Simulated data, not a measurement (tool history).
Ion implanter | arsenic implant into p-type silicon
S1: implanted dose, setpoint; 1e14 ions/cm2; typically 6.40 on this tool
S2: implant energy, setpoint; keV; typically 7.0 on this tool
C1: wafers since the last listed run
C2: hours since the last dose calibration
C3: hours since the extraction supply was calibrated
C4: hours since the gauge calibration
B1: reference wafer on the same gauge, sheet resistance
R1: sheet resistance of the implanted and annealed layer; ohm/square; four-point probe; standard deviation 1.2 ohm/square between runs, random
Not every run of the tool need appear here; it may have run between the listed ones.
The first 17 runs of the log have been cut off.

run   hour    S1   S2    C1     C2     C3     C4      B1      R1
     377.0  -- extraction supply calibrated
 18  377.5  7.21  7.5   360   82.1    0.5  618.9  218.95  208.31
     386.7  -- gauge calibrated
 19  402.4  5.86  7.0   748  107.0   25.4   15.7  218.72  233.90
 20  428.7  6.40  7.0   790  133.3   51.7   42.0  219.24  224.12
 21  445.1  7.17  5.0   493  149.7   68.1   58.4  219.38  221.77
 22  461.4  7.17  5.0   490  166.0   84.4   74.7  219.34  220.75
 23  475.0  6.40  7.0   408  179.6   98.0   88.3  219.28  224.31
 24  536.7  7.62  5.5  1854  241.3  159.7  150.0  219.15  214.57
 25  549.5  7.55  7.0   384  254.1  172.5  162.8  219.75  207.89
 26  564.9  7.88  9.5   462  269.5  187.9  178.2  219.01  195.43
 27  589.2  4.72  7.0   730  293.8  212.2  202.5  218.72  271.42
 28  612.6  5.66  5.5   703  317.2  235.6  225.9  218.66  247.35
 29  626.7  7.19  4.5   423  331.3  249.7  240.0  219.18  227.30
 30  645.0  7.62  5.5   550  349.6  268.0  258.3  219.05  216.21
 31  664.5  7.12  6.0   586  369.1  287.5  277.8  219.31  219.34
 32  771.0  5.36  9.0  3201  475.6  394.0  384.3  218.98  245.45
 33  795.4  7.21  9.5   733  500.0  418.4  408.7  218.57  205.20
 34  817.5  6.40  6.5   664  522.1  440.5  430.8  218.57  229.08
 35  840.7  5.33  7.0   697  545.3  463.7  454.0  219.02  250.33
 36  860.1  6.40  7.0   583  564.7  483.1  473.4  219.06  227.15

5 ways to go on from here, each from the tool as it stands after run 36. What would each give?
  A  860.5  6.40  7.0  12  565.1  483.5  473.8   ?   ?
  B  860.5  4.68  4.5  12  565.1  483.5  473.8   ?   ?
  C  860.5  8.20  7.0  12  565.1  483.5  473.8   ?   ?
  D  860.5  4.76  8.5  12  565.1  483.5  473.8   ?   ?
  E  860.5  5.05  4.5  12  565.1  483.5  473.8   ?   ?

run      B1      R1
  A  218.56  225.22
  B  218.56  286.02
  C  218.56  200.88
  D  218.56  265.07
  E  218.56  271.96
Without the tool's hidden state the same runs would have given:
run      R1
  A  220.25
  B  277.91
  C  197.57
  D  257.40
  E  264.66
